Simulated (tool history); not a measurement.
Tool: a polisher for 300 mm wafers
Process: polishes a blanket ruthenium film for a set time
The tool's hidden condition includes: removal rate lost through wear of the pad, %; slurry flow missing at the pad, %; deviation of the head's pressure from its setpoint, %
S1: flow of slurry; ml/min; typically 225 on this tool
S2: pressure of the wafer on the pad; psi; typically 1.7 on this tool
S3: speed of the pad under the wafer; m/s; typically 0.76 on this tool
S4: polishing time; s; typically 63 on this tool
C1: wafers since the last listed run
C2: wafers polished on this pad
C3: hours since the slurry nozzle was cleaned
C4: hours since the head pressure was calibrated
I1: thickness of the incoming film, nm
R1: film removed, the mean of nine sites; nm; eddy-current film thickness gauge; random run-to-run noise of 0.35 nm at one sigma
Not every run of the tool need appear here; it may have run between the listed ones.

run   hour   S1   S2    S3  S4   C1    C2     C3      C4     I1    R1
  1    0.0  225  1.7  0.76  63    0  1112  408.4   832.5  616.4  50.1
  2   11.5  225  1.7  0.76  63   72  1185  419.9   844.0  630.0  49.0
  3   25.5  225  1.7  0.76  63   88  1273  433.9   858.0  621.0  48.5
      35.6  -- worn pad replaced by a new one
  4   37.7  180  1.7  0.76  63   52    13  446.1   870.2  627.8  45.0
  5   51.1  180  1.7  0.76  63   85    98  459.5   883.6  619.1  44.8
  6   59.0  180  1.7  0.76  63   50   148  467.4   891.5  620.4  44.7
  7   70.4  225  1.7  0.76  63   72   220  478.8   902.9  617.6  45.8
  8   78.1  225  1.7  0.76  63   48   269  486.5   910.6  618.6  45.6
  9   89.9  280  1.7  0.76  63   74   344  498.3   922.4  627.6  46.7
 10  103.6  225  1.7  0.96  63   86   431  512.0   936.1  623.8  56.2
 11  114.1  225  1.7  0.96  63   66   498  522.5   946.6  617.9  56.8
     133.8  -- worn pad replaced by a new one, repeated, since the last time left the tool worse
 12  146.2  225  1.7  0.76  63  178    78  554.6   978.7  622.4  51.2
 13  155.8  225  1.5  0.68  63   60   139  564.2   988.3  612.5  42.9
 14  171.2  225  1.7  0.76  43   97   237  579.6  1003.7  626.4  34.7
 15  178.5  225  1.7  0.88  75   46   283  586.9  1011.0  613.6  69.4
 16  191.5  225  1.7  0.76  63   82   366  599.9  1024.0  616.2  51.0
 17  203.2  225  1.7  0.52  75   74   440  611.6  1035.7  619.0  43.9
 18  212.7  225  1.7  0.76  76   60   500  621.1  1045.2  621.2  62.2
     218.8  -- slurry nozzle cleaned
 19  227.1  165  1.7  0.58  63   85   585    8.3  1059.6  624.7  39.1
 20  234.4  225  1.7  0.76  63   46   631   15.6  1066.9  623.8  51.4
 21  251.6  225  1.7  0.76  63  109   741   32.8  1084.1  625.4  50.3
     258.8  -- head pressure recalibrated
 22  259.3  200  2.1  0.94  49   36   777   40.5     0.5  611.1  55.1
 23  271.1  225  1.4  0.76  70   74   852   52.3    12.3  620.0  49.0

Run 24 is up next; what results do you expect?
 24  281.9  225  1.7  0.76  63  68  920  63.1  23.1  618.2   ?

Logged for run 24: R1 50.0 nm.
With the hidden condition absent and the run-to-run variation left alone, this run would have shown R1 51.9 nm.

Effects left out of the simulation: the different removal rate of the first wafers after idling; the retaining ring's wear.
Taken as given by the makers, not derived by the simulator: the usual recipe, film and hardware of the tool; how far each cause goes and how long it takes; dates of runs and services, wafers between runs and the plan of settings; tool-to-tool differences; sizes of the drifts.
